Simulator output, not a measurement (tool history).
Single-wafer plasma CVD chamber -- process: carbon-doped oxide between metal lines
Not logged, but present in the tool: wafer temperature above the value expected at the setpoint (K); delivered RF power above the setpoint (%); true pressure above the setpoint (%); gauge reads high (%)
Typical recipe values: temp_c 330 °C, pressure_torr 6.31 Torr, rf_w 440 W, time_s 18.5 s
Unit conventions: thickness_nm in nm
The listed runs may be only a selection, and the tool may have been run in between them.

run,hour,temp_c,pressure_torr,rf_w,time_s,wafers since the last listed run,hours since the last thermocouple change,hours since the last RF generator calibration,hours since the last manometer calibration,hours since the showerhead was replaced,hours since the gauge calibration,"read-back reference wafer on the same gauge, thickness_nm",thickness_nm
1,0,330,6.31,440,18.5,0,2811.8,977.8,918.4,6765.3,1612.8,106.539,89.738
2,46.3,330,6.31,440,18.5,1323,2858.1,1024.1,964.7,6811.6,1659.1,106.679,89.762
3,73.6,330,6.31,440,18.5,780,2885.4,1051.4,992,6838.9,1686.4,106.887,89.445
# hour 123: thermocouple changed; heater temperature recalibrated
4,125.8,330,6.31,440,18.5,1263,2.8,1103.6,1044.2,6891.1,1738.6,106.63,90.269
# hour 179.3: RF generator calibrated
5,179.8,330,6.31,440,18.5,1314,56.8,0.5,1098.2,6945.1,1792.6,106.724,89.211
6,243,319,7.77,485,16.5,1806,120,63.7,1161.4,7008.3,1855.8,106.727,90.284
# hour 318.4: showerhead replaced
7,385.1,330,6.31,400,18.5,3832,262.1,205.8,1303.5,66.7,1997.9,106.871,84.299
8,424.8,317,6.31,495,21,1134,301.8,245.5,1343.2,106.4,2037.6,106.78,116.108
9,617,330,6.31,440,18.5,5493,494,437.7,1535.4,298.6,2229.8,107.014,89.615
10,668.9,330,6.31,520,18.5,1483,545.9,489.6,1587.3,350.5,2281.7,106.798,99.528
11,711.6,330,6.31,440,18.5,1220,588.6,532.3,1630,393.2,2324.4,106.876,89.201
12,743.9,344,6.31,395,18.5,923,620.9,564.6,1662.3,425.5,2356.7,106.815,79.999
# hour 835.7: gauge calibrated
13,871,330,5.53,370,16.4,3632,748,691.7,1789.4,552.6,35.3,103.537,67.915
14,942.7,330,6.31,440,18.5,2049,819.7,763.4,1861.1,624.3,107,103.765,87.205
15,991.3,330,6.31,440,18.5,1389,868.3,812,1909.7,672.9,155.6,104.135,88.174
# hour 1015.7: capacitance manometer re-zeroed and calibrated
16,1025.2,322,6.84,440,20.3,740,902.2,845.9,9.5,706.8,189.5,104.367,99.695
17,1049.6,330,6.31,440,22.2,697,926.6,870.3,33.9,731.2,213.9,104.257,105.308
18,1087,330,6.89,440,16.9,1068,964,907.7,71.3,768.6,251.3,104.153,81.068
19,1114.8,330,7.82,505,18.5,794,991.8,935.5,99.1,796.4,279.1,104.413,97.39
20,1143.2,330,5.31,440,18.5,811,1020.2,963.9,127.5,824.8,307.5,104.178,87.629
21,1174.9,330,6.31,440,18.5,906,1051.9,995.6,159.2,856.5,339.2,104.584,89.033
22,1199.1,330,6.31,440,18.5,691,1076.1,1019.8,183.4,880.7,363.4,104.822,88.036
23,1256.9,324,7.56,465,20.6,1652,1133.9,1077.6,241.2,938.5,421.2,104.889,104.891
24,1336.8,330,6.31,440,18.5,2283,1213.8,1157.5,321.1,1018.4,501.1,104.811,88.102
25,1386.9,330,7.71,440,18.5,1431,1263.9,1207.6,371.2,1068.5,551.2,105.169,89.404
26,1420.6,330,6.31,440,18.5,963,1297.6,1241.3,404.9,1102.2,584.9,104.959,89.23
27,1463.4,317,7.29,440,18.5,1223,1340.4,1284.1,447.7,1145,627.7,105.206,94.746
28,1524.2,344,7.16,360,15.6,1737,1401.2,1344.9,508.5,1205.8,688.5,105.28,62.29
29,1557.7,330,6.31,355,18.5,957,1434.7,1378.4,542,1239.3,722,105.445,76.068

3 options for the next run, each taken on its own from the tool as it stands now. Forecast them:
A,1558.1,330,6.31,440,18.5,11,1435.1,1378.8,542.4,1239.7,722.4,?,?
B,1558.1,339,6.31,440,18.5,11,1435.1,1378.8,542.4,1239.7,722.4,?,?
C,1558.1,322,6.31,440,16.3,11,1435.1,1378.8,542.4,1239.7,722.4,?,?

run,"read-back reference wafer on the same gauge, thickness_nm",thickness_nm
A,105.323,89.535
B,105.323,86.766
C,105.323,81.534
Take away the tool's hidden state, keep each run's random variation, and the runs would have read:
run,thickness_nm
A,88.167
B,85.441
C,80.289
